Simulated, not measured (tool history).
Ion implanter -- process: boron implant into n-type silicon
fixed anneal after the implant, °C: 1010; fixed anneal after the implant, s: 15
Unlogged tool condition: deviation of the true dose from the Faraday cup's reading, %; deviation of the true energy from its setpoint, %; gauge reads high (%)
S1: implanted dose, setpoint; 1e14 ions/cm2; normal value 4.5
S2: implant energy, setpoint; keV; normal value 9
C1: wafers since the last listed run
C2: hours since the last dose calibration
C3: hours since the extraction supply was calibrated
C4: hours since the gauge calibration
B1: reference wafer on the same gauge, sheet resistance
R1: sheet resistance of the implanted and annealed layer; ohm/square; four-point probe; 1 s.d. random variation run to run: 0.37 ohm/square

{"run": 1, "hour": 0.0, "S1": 4.5, "S2": 9, "C1": 0, "C2": 1282.2, "C3": 2443.3, "C4": 512.7, "B1": 290.97, "R1": 239.25}
{"run": 2, "hour": 58.1, "S1": 4.5, "S2": 9, "C1": 1028, "C2": 1340.3, "C3": 2501.4, "C4": 570.8, "B1": 290.97, "R1": 239.3}
{"run": 3, "hour": 121.7, "S1": 4.5, "S2": 9, "C1": 1126, "C2": 1403.9, "C3": 2565, "C4": 634.4, "B1": 291.13, "R1": 240.02}
{"run": 4, "hour": 161.9, "S1": 4.5, "S2": 9, "C1": 711, "C2": 1444.1, "C3": 2605.2, "C4": 674.6, "B1": 291.08, "R1": 239.5}
{"run": 5, "hour": 204.5, "S1": 4.5, "S2": 9, "C1": 754, "C2": 1486.7, "C3": 2647.8, "C4": 717.2, "B1": 290.92, "R1": 238.99}
{"run": 6, "hour": 256.7, "S1": 4.5, "S2": 9, "C1": 924, "C2": 1538.9, "C3": 2700, "C4": 769.4, "B1": 290.91, "R1": 239.45}
{"hour": 316.5, "done": "Faraday cup replaced and dose calibrated"}
{"run": 7, "hour": 325.1, "S1": 4.5, "S2": 9, "C1": 1069, "C2": 8.6, "C3": 2768.4, "C4": 837.8, "B1": 291.09, "R1": 247.21}
{"run": 8, "hour": 456.9, "S1": 4.5, "S2": 9, "C1": 2333, "C2": 140.4, "C3": 2900.2, "C4": 969.6, "B1": 291.07, "R1": 245.48}
{"hour": 486.6, "done": "gauge calibrated"}
{"run": 9, "hour": 523.1, "S1": 4.5, "S2": 9, "C1": 1172, "C2": 206.6, "C3": 2966.4, "C4": 36.5, "B1": 291.02, "R1": 244.4}
{"run": 10, "hour": 559.9, "S1": 3.76, "S2": 10, "C1": 651, "C2": 243.4, "C3": 3003.2, "C4": 73.3, "B1": 291.01, "R1": 280.81}
{"run": 11, "hour": 620.2, "S1": 3.37, "S2": 9, "C1": 1067, "C2": 303.7, "C3": 3063.5, "C4": 133.6, "B1": 290.98, "R1": 311.9}
{"run": 12, "hour": 676.3, "S1": 5.8, "S2": 7, "C1": 993, "C2": 359.8, "C3": 3119.6, "C4": 189.7, "B1": 290.87, "R1": 203.28}
{"run": 13, "hour": 725.9, "S1": 4.1, "S2": 10, "C1": 878, "C2": 409.4, "C3": 3169.2, "C4": 239.3, "B1": 291.19, "R1": 260.45}
{"hour": 766.9, "done": "extraction supply calibrated"}
{"run": 14, "hour": 795.8, "S1": 4.08, "S2": 6, "C1": 1096, "C2": 479.3, "C3": 28.9, "C4": 309.2, "B1": 290.88, "R1": 276.69}
{"run": 15, "hour": 848.8, "S1": 4.5, "S2": 9, "C1": 938, "C2": 532.3, "C3": 81.9, "C4": 362.2, "B1": 290.9, "R1": 242}
{"run": 16, "hour": 886.8, "S1": 3.72, "S2": 10.5, "C1": 672, "C2": 570.3, "C3": 119.9, "C4": 400.2, "B1": 291.13, "R1": 279.74}
{"run": 17, "hour": 939.8, "S1": 5.08, "S2": 12, "C1": 938, "C2": 623.3, "C3": 172.9, "C4": 453.2, "B1": 290.98, "R1": 212.91}
{"run": 18, "hour": 976.7, "S1": 4.5, "S2": 9, "C1": 653, "C2": 660.2, "C3": 209.8, "C4": 490.1, "B1": 290.79, "R1": 241.71}
{"run": 19, "hour": 1043.1, "S1": 3.87, "S2": 9, "C1": 1175, "C2": 726.6, "C3": 276.2, "C4": 556.5, "B1": 291, "R1": 274.05}

Consider 4 possible next runs. They are alternatives, not a sequence: every one starts from the tool as it was left by run 19. What does each give?
{"run": "A", "hour": 1043.5, "S1": 4.5, "S2": 9, "C1": 7, "C2": 727, "C3": 276.6, "C4": 556.9, "B1": "?", "R1": "?"}
{"run": "B", "hour": 1043.5, "S1": 3.89, "S2": 8, "C1": 7, "C2": 727, "C3": 276.6, "C4": 556.9, "B1": "?", "R1": "?"}
{"run": "C", "hour": 1043.5, "S1": 3.74, "S2": 9, "C1": 7, "C2": 727, "C3": 276.6, "C4": 556.9, "B1": "?", "R1": "?"}
{"run": "D", "hour": 1043.5, "S1": 5.1, "S2": 11, "C1": 7, "C2": 727, "C3": 276.6, "C4": 556.9, "B1": "?", "R1": "?"}

run=A B1=291.07 R1=241.1
run=B B1=291.07 R1=276.41
run=C B1=291.07 R1=282.31
run=D B1=291.07 R1=213.25
What these runs would have given with no unlogged condition in the tool:
run=A R1=246.4
run=B R1=282.59
run=C R1=288.57
run=D R1=217.87

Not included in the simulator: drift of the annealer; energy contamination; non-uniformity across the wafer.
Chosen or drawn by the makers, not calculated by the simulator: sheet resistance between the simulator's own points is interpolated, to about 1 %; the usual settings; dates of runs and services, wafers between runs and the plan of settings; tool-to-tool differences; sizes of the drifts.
